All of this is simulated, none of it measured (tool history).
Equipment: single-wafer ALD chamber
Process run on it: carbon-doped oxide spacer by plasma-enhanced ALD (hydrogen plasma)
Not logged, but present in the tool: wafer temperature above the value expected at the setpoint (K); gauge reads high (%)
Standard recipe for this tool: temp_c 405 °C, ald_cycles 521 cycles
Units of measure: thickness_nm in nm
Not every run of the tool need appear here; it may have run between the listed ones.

run	hour	temp_c	ald_cycles	wafers since the last listed run	hours since the last thermocouple change	hours since the gauge calibration	read-back reference wafer on the same gauge, thickness_nm	thickness_nm
1	0	409	543	0	2429.9	337	27.565	23.867
2	63.2	409	543	38	2493.1	400.2	27.507	23.881
3	117.4	409	543	33	2547.3	454.4	27.46	23.86
4	169.2	405	521	31	2599.1	506.2	27.442	23.122
5	201.4	405	521	19	2631.3	538.4	27.423	23.017
6	258.4	412	521	34	2688.3	595.4	27.412	22.613
7	292.9	412	521	21	2722.8	629.9	27.342	22.472
8	350.2	405	521	35	2780.1	687.2	27.317	22.954
# hour 420.5: thermocouple changed; heater temperature recalibrated
9	421.5	397	608	38	1	758.5	27.205	26.946
# hour 465.8: gauge calibrated
10	483.9	417	596	38	63.4	18.1	27.639	25.619
11	541.8	412	569	35	121.3	76	27.63	24.778
12	613	396	618	43	192.5	147.2	27.604	27.826
13	657.1	396	521	27	236.6	191.3	27.569	23.541
14	726.6	394	601	42	306.1	260.8	27.579	27.075
15	770.6	405	521	26	350.1	304.8	27.596	23.16

Branching from run 15: 5 alternative next runs. What would each branch give?
A	771.8	405	617	0	351.3	306	?	?
B	771.8	411	573	0	351.3	306	?	?
C	771.8	397	521	0	351.3	306	?	?
D	771.8	413	574	0	351.3	306	?	?
E	771.8	393	432	0	351.3	306	?	?

run	read-back reference wafer on the same gauge, thickness_nm	thickness_nm
A	27.55	27.492
B	27.55	25.121
C	27.55	23.568
D	27.55	25.028
E	27.55	19.542
Had the tool no hidden state, the same runs would have come out as:
run	thickness_nm
A	27.534
B	25.159
C	23.604
D	25.066
E	19.572
